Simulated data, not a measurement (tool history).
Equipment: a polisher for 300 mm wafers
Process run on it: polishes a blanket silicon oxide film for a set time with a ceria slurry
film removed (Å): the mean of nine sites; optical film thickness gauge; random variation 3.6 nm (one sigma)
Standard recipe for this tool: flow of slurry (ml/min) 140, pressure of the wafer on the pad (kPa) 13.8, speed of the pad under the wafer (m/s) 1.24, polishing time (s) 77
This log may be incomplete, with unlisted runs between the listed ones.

run,hour,flow of slurry (ml/min),pressure of the wafer on the pad (kPa),speed of the pad under the wafer (m/s),polishing time (s),wafers since the last listed run,wafers polished on this pad,hours since the slurry nozzle was cleaned,hours since the head pressure was calibrated,"incoming thickness of the incoming film, nm",film removed (Å)
1,0,170,13.8,1.24,77,0,42,921.9,1422.8,1715.5,2940
2,6.7,170,13.8,1.24,77,99,142,928.6,1429.5,1707.3,2878
3,15.7,140,11.7,1.54,77,133,276,937.6,1438.5,1749.4,3151
4,31.9,140,11.7,1.54,77,240,517,953.8,1454.7,1724.4,3111
5,48.7,140,11.7,1.54,77,249,766,970.6,1471.5,1735.5,2999
6,58.7,140,13.8,1.24,77,148,915,980.6,1481.5,1728.7,2634
# hour 71.7: slurry nozzle cleaned
# hour 76.3: worn pad replaced by a new one
7,76.8,140,13.8,1.24,77,194,7,5.1,1499.6,1750.3,2851
8,84.9,140,13.8,1.24,77,120,128,13.2,1507.7,1739.8,2803
9,92.2,125,13.8,1.06,77,108,236,20.5,1515,1732.1,2357
10,104.4,140,18.6,0.82,77,181,418,32.7,1527.2,1708.6,2281
# hour 112.7: head pressure recalibrated
11,119.4,140,13.8,1.24,62,193,611,47.7,6.7,1728.6,2240
12,127.3,140,11,1.24,77,117,729,55.6,14.6,1763.4,2307
13,135.6,140,9,1.38,68,123,852,63.9,22.9,1728,1981
14,141.8,140,13.8,1.24,77,92,944,70.1,29.1,1704,2640

Forecast each of these 5 alternatives for the next run:
A,142.2,140,13.8,1.24,77,5,950,70.5,29.5,1732.1,?
B,142.2,140,13.8,1.24,96,5,950,70.5,29.5,1732.1,?
C,142.2,155,13.8,1.62,77,5,950,70.5,29.5,1732.1,?
D,142.2,140,12.4,1.24,77,5,950,70.5,29.5,1732.1,?
E,142.2,125,13.8,1.24,77,5,950,70.5,29.5,1732.1,?

run,film removed (Å)
A,2611
B,3255
C,3458
D,2448
E,2570
With the hidden condition removed and each run's random variation left untouched, the same runs would have given:
run,film removed (Å)
A,2914
B,3633
C,3860
D,2733
E,2868

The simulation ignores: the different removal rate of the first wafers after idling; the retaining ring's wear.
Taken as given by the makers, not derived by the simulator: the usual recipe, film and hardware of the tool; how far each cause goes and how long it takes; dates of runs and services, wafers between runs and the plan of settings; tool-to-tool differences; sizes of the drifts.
